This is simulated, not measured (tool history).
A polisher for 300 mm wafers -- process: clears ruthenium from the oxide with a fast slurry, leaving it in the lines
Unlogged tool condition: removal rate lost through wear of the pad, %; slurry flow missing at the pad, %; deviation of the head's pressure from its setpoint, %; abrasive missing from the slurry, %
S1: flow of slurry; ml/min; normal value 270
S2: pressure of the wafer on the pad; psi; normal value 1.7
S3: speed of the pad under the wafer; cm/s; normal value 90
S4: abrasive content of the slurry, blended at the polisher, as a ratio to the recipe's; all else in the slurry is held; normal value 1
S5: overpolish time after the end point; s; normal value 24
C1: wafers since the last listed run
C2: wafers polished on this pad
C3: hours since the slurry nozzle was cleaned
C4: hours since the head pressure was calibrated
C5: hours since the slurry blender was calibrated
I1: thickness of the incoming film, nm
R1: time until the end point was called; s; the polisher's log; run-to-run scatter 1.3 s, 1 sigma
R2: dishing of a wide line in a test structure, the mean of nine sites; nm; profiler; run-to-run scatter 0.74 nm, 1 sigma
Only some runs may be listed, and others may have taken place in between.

run,hour,S1,S2,S3,S4,S5,C1,C2,C3,C4,C5,I1,R1,R2
1,0,270,1.7,90,0.8,33,0,5588,553.6,326.2,151.4,131.2,81.4,38.1
# hour 67.7: worn pad replaced by a new one
2,77.6,270,1.8,90,1,24,982,132,631.2,403.8,229,130.9,66,34
3,150.1,270,1.8,90,1,24,968,1100,703.7,476.3,301.5,130.5,65.7,33.7
# hour 228.2: slurry nozzle cleaned
4,229.8,270,1.8,90,1,24,1050,2151,1.6,556,381.2,129.2,66.9,35
5,276.5,270,1.7,90,1,24,623,2774,48.3,602.7,427.9,130.8,72,34
6,370.6,270,1.7,90,1,24,1256,4031,142.4,696.8,522,131.4,70.6,32.3
# hour 420.4: slurry blender recalibrated
7,458.2,270,1.7,90,1,24,1143,5174,230,784.4,37.8,130.2,70.3,31.4
8,548,270,1.7,90,1,24,1199,6373,319.8,874.2,127.6,132.4,73.6,31
# hour 564.8: worn pad replaced by a new one
9,609.6,225,1.7,90,1,24,769,597,381.4,935.8,189.2,131.4,74.7,32.9
10,692.8,270,1.7,90,1,24,1111,1708,464.6,1019,272.4,129.2,72.9,31
11,786,270,1.7,90,1,24,1244,2953,557.8,1112.2,365.6,131.5,73.7,30.3
12,872.3,270,1.7,90,1,24,1152,4105,644.1,1198.5,451.9,128.7,75.9,31.1
13,910.3,270,1.4,90,1.15,30,507,4613,682.1,1236.5,489.9,131.7,85.6,34
# hour 936.5: head pressure recalibrated
14,985.3,270,1.7,90,1,24,974,5588,757.1,48.8,564.9,132.1,69.4,34.6
15,1024,340,2.2,90,1,24,516,6104,795.8,87.5,603.6,127.6,51.7,43.8
# hour 1042.1: slurry blender recalibrated
# hour 1045.8: worn pad replaced by a new one
16,1075.3,270,1.9,90,1,28,608,393,847.1,138.8,33.2,130.5,60.2,42.8
17,1129.5,270,1.9,90,1.3,19,723,1117,901.3,193,87.4,132.2,54.3,34.8
# hour 1173.1: slurry nozzle cleaned
18,1211.9,270,1.7,90,0.85,24,1086,2203,38.8,275.4,169.8,130.6,77.6,29.8
19,1316.4,270,1.5,90,1,24,1395,3599,143.3,379.9,274.3,128.9,81.9,30.1
20,1403.7,270,1.7,90,1,24,1165,4765,230.6,467.2,361.6,131.4,68.9,33.8
21,1479.1,270,1.7,120,1,24,1006,5772,306,542.6,437,128.3,56.7,41.1
# hour 1612.4: worn pad replaced by a new one
# hour 1623.6: slurry blender recalibrated
22,1795.7,270,1.2,106,0.8,31,4147,2421,622.6,859.2,172.1,131.6,102.9,29.3
23,1858.9,270,1.7,90,1.2,24,843,3265,685.8,922.4,235.3,130.6,68.8,35.1
24,1912.2,270,1.7,90,1,24,711,3977,739.1,975.7,288.6,129.9,78,31.8
# hour 1930.1: slurry nozzle cleaned
25,1983.8,270,1.7,90,1,24,942,4919,53.7,1047.3,360.2,129.2,76.1,31.7
26,2033,270,1.7,90,1,18,656,5576,102.9,1096.5,409.4,130.5,77.3,24
27,2095.4,270,1.7,90,1,14,833,6410,165.3,1158.9,471.8,129.8,74.6,20
# hour 2110.2: worn pad replaced by a new one
28,2135,200,1.7,106,1.25,24,475,330,204.9,1198.5,511.4,130.7,59.6,37
29,2189.1,270,1.7,90,0.75,24,722,1053,259,1252.6,565.5,130,93.5,25.2

Had the tool no unlogged condition, and each run kept its random variation, what would the results have been?
run,R1,R2
1,78.8,39.1
2,63.5,35.1
3,62.7,35.1
4,63.4,36.7
5,67.9,35.8
6,65.9,34.3
7,65.1,33.6
8,67.5,33.4
9,68,35.7
10,65.9,33.8
11,66,33.4
12,67.3,34.5
13,75.6,37.8
14,68.4,35
15,50.9,44.4
16,58.9,43.6
17,52.8,35.6
18,74.9,30.8
19,78.3,31.4
20,65.2,35.4
21,53.3,43.3
22,93.6,31.8
23,62.2,38.3
24,70.1,34.9
25,67.9,35
26,68.5,26.7
27,65.7,22.5
28,52.3,41.2
29,81.6,28.4

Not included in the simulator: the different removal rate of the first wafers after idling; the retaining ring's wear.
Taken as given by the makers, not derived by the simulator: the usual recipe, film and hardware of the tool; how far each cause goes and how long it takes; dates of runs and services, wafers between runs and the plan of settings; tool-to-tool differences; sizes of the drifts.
